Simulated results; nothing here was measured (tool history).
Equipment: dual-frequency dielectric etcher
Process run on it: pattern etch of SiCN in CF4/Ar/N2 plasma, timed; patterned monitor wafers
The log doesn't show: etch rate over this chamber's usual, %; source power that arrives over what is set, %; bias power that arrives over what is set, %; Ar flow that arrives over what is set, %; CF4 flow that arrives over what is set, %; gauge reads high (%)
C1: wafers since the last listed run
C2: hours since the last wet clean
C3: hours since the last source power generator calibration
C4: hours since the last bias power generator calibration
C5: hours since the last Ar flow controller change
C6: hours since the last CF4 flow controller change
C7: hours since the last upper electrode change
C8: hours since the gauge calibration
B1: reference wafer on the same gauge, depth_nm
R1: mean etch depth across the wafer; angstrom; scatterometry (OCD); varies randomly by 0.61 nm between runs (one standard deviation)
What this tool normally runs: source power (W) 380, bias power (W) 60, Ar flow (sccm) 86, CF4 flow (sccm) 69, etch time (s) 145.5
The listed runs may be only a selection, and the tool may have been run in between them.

run 1 hour=0.0 | source_power_(W)=380 bias_power_(W)=60 Ar_flow_(sccm)=86 CF4_flow_(sccm)=69 etch_time_(s)=111.0 | C1=0 C2=77.3 C3=3761.3 C4=3768.3 C5=3901.7 C6=3437.8 C7=2454.3 C8=882.4 | B1=87.1 | R1=784
run 2 hour=38.7 | source_power_(W)=380 bias_power_(W)=60 Ar_flow_(sccm)=86 CF4_flow_(sccm)=69 etch_time_(s)=145.5 | C1=360 C2=116.0 C3=3800.0 C4=3807.0 C5=3940.4 C6=3476.5 C7=2493.0 C8=921.1 | B1=86.9 | R1=1045
run 3 hour=57.3 | source_power_(W)=380 bias_power_(W)=60 Ar_flow_(sccm)=86 CF4_flow_(sccm)=69 etch_time_(s)=145.5 | C1=173 C2=134.6 C3=3818.6 C4=3825.6 C5=3959.0 C6=3495.1 C7=2511.6 C8=939.7 | B1=86.9 | R1=1041
run 4 hour=70.5 | source_power_(W)=380 bias_power_(W)=60 Ar_flow_(sccm)=86 CF4_flow_(sccm)=69 etch_time_(s)=145.5 | C1=123 C2=147.8 C3=3831.8 C4=3838.8 C5=3972.2 C6=3508.3 C7=2524.8 C8=952.9 | B1=86.9 | R1=1050
run 5 hour=104.1 | source_power_(W)=380 bias_power_(W)=60 Ar_flow_(sccm)=86 CF4_flow_(sccm)=69 etch_time_(s)=145.5 | C1=313 C2=181.4 C3=3865.4 C4=3872.4 C5=4005.8 C6=3541.9 C7=2558.4 C8=986.5 | B1=87.0 | R1=1050
run 6 hour=170.2 | source_power_(W)=380 bias_power_(W)=60 Ar_flow_(sccm)=86 CF4_flow_(sccm)=73 etch_time_(s)=145.5 | C1=615 C2=247.5 C3=3931.5 C4=3938.5 C5=4071.9 C6=3608.0 C7=2624.5 C8=1052.6 | B1=87.3 | R1=1064
run 7 hour=184.2 | source_power_(W)=380 bias_power_(W)=60 Ar_flow_(sccm)=101 CF4_flow_(sccm)=69 etch_time_(s)=145.5 | C1=130 C2=261.5 C3=3945.5 C4=3952.5 C5=4085.9 C6=3622.0 C7=2638.5 C8=1066.6 | B1=86.9 | R1=1041
-- hour=185.1 gauge calibrated
run 8 hour=207.0 | source_power_(W)=380 bias_power_(W)=60 Ar_flow_(sccm)=86 CF4_flow_(sccm)=69 etch_time_(s)=145.5 | C1=212 C2=284.3 C3=3968.3 C4=3975.3 C5=4108.7 C6=3644.8 C7=2661.3 C8=21.9 | B1=87.2 | R1=1064
run 9 hour=226.5 | source_power_(W)=380 bias_power_(W)=52 Ar_flow_(sccm)=86 CF4_flow_(sccm)=81 etch_time_(s)=145.5 | C1=181 C2=303.8 C3=3987.8 C4=3994.8 C5=4128.2 C6=3664.3 C7=2680.8 C8=41.4 | B1=87.0 | R1=1032
run 10 hour=248.4 | source_power_(W)=330 bias_power_(W)=55 Ar_flow_(sccm)=86 CF4_flow_(sccm)=69 etch_time_(s)=163.5 | C1=204 C2=325.7 C3=4009.7 C4=4016.7 C5=4150.1 C6=3686.2 C7=2702.7 C8=63.3 | B1=86.9 | R1=1022
run 11 hour=274.6 | source_power_(W)=380 bias_power_(W)=73 Ar_flow_(sccm)=86 CF4_flow_(sccm)=56 etch_time_(s)=145.5 | C1=244 C2=351.9 C3=4035.9 C4=4042.9 C5=4176.3 C6=3712.4 C7=2728.9 C8=89.5 | B1=87.0 | R1=1113
-- hour=286.0 Ar flow controller replaced
-- hour=320.6 CF4 flow controller replaced
run 12 hour=356.4 | source_power_(W)=380 bias_power_(W)=60 Ar_flow_(sccm)=86 CF4_flow_(sccm)=69 etch_time_(s)=145.5 | C1=650 C2=433.7 C3=4117.7 C4=4124.7 C5=70.4 C6=35.8 C7=2810.7 C8=171.3 | B1=86.9 | R1=1074
run 13 hour=381.7 | source_power_(W)=380 bias_power_(W)=60 Ar_flow_(sccm)=94 CF4_flow_(sccm)=69 etch_time_(s)=145.5 | C1=235 C2=459.0 C3=4143.0 C4=4150.0 C5=95.7 C6=61.1 C7=2836.0 C8=196.6 | B1=87.0 | R1=1057
run 14 hour=402.0 | source_power_(W)=380 bias_power_(W)=60 Ar_flow_(sccm)=86 CF4_flow_(sccm)=69 etch_time_(s)=145.5 | C1=189 C2=479.3 C3=4163.3 C4=4170.3 C5=116.0 C6=81.4 C7=2856.3 C8=216.9 | B1=87.0 | R1=1091
-- hour=433.3 bias power generator calibrated
-- hour=463.0 source power generator calibrated
-- hour=499.4 wet clean of the chamber
-- hour=522.4 upper electrode replaced
run 15 hour=522.9 | source_power_(W)=380 bias_power_(W)=60 Ar_flow_(sccm)=86 CF4_flow_(sccm)=69 etch_time_(s)=145.5 | C1=614 C2=23.5 C3=59.9 C4=89.6 C5=236.9 C6=202.3 C7=0.5 C8=337.8 | B1=87.0 | R1=1047
run 16 hour=523.3 | source_power_(W)=380 bias_power_(W)=60 Ar_flow_(sccm)=86 CF4_flow_(sccm)=69 etch_time_(s)=145.5 | C1=3 C2=23.9 C3=60.3 C4=90.0 C5=237.3 C6=202.7 C7=0.9 C8=338.2 | B1=87.1 | R1=1046
run 17 hour=544.5 | source_power_(W)=380 bias_power_(W)=72 Ar_flow_(sccm)=86 CF4_flow_(sccm)=69 etch_time_(s)=145.5 | C1=197 C2=45.1 C3=81.5 C4=111.2 C5=258.5 C6=223.9 C7=22.1 C8=359.4 | B1=87.0 | R1=1118
run 18 hour=580.3 | source_power_(W)=280 bias_power_(W)=65 Ar_flow_(sccm)=100 CF4_flow_(sccm)=69 etch_time_(s)=124.5 | C1=333 C2=80.9 C3=117.3 C4=147.0 C5=294.3 C6=259.7 C7=57.9 C8=395.2 | B1=87.0 | R1=670
run 19 hour=607.2 | source_power_(W)=330 bias_power_(W)=60 Ar_flow_(sccm)=86 CF4_flow_(sccm)=69 etch_time_(s)=145.5 | C1=250 C2=107.8 C3=144.2 C4=173.9 C5=321.2 C6=286.6 C7=84.8 C8=422.1 | B1=87.0 | R1=926
run 20 hour=626.8 | source_power_(W)=380 bias_power_(W)=60 Ar_flow_(sccm)=86 CF4_flow_(sccm)=78 etch_time_(s)=145.5 | C1=182 C2=127.4 C3=163.8 C4=193.5 C5=340.8 C6=306.2 C7=104.4 C8=441.7 | B1=87.0 | R1=1058
run 21 hour=650.7 | source_power_(W)=380 bias_power_(W)=60 Ar_flow_(sccm)=86 CF4_flow_(sccm)=69 etch_time_(s)=145.5 | C1=222 C2=151.3 C3=187.7 C4=217.4 C5=364.7 C6=330.1 C7=128.3 C8=465.6 | B1=87.1 | R1=1053
run 22 hour=698.6 | source_power_(W)=300 bias_power_(W)=60 Ar_flow_(sccm)=86 CF4_flow_(sccm)=69 etch_time_(s)=145.5 | C1=446 C2=199.2 C3=235.6 C4=265.3 C5=412.6 C6=378.0 C7=176.2 C8=513.5 | B1=86.9 | R1=843

Across each entry between runs, compare the hidden state at the last listed run before it with the hidden state at the first listed run after it:
Logged between run 7 and run 8: gauge calibrated (hour 185.1)
  etch rate over this chamber's usual, %: 2 -> 2.24
  measured minus no-state result, R1: +21 -> +23 angstrom
Logged between run 11 and run 12: Ar flow controller replaced (hour 286.0); CF4 flow controller replaced (hour 320.6)
  etch rate over this chamber's usual, %: 2.94 -> 3.78
  measured minus no-state result, R1: +32 -> +39 angstrom
Logged between run 14 and run 15: bias power generator calibrated (hour 433.3); source power generator calibrated (hour 463.0); wet clean of the chamber (hour 499.4); upper electrode replaced (hour 522.4)
  etch rate over this chamber's usual, %: 4.25 -> 0.823
  measured minus no-state result, R1: +44 -> +8 angstrom

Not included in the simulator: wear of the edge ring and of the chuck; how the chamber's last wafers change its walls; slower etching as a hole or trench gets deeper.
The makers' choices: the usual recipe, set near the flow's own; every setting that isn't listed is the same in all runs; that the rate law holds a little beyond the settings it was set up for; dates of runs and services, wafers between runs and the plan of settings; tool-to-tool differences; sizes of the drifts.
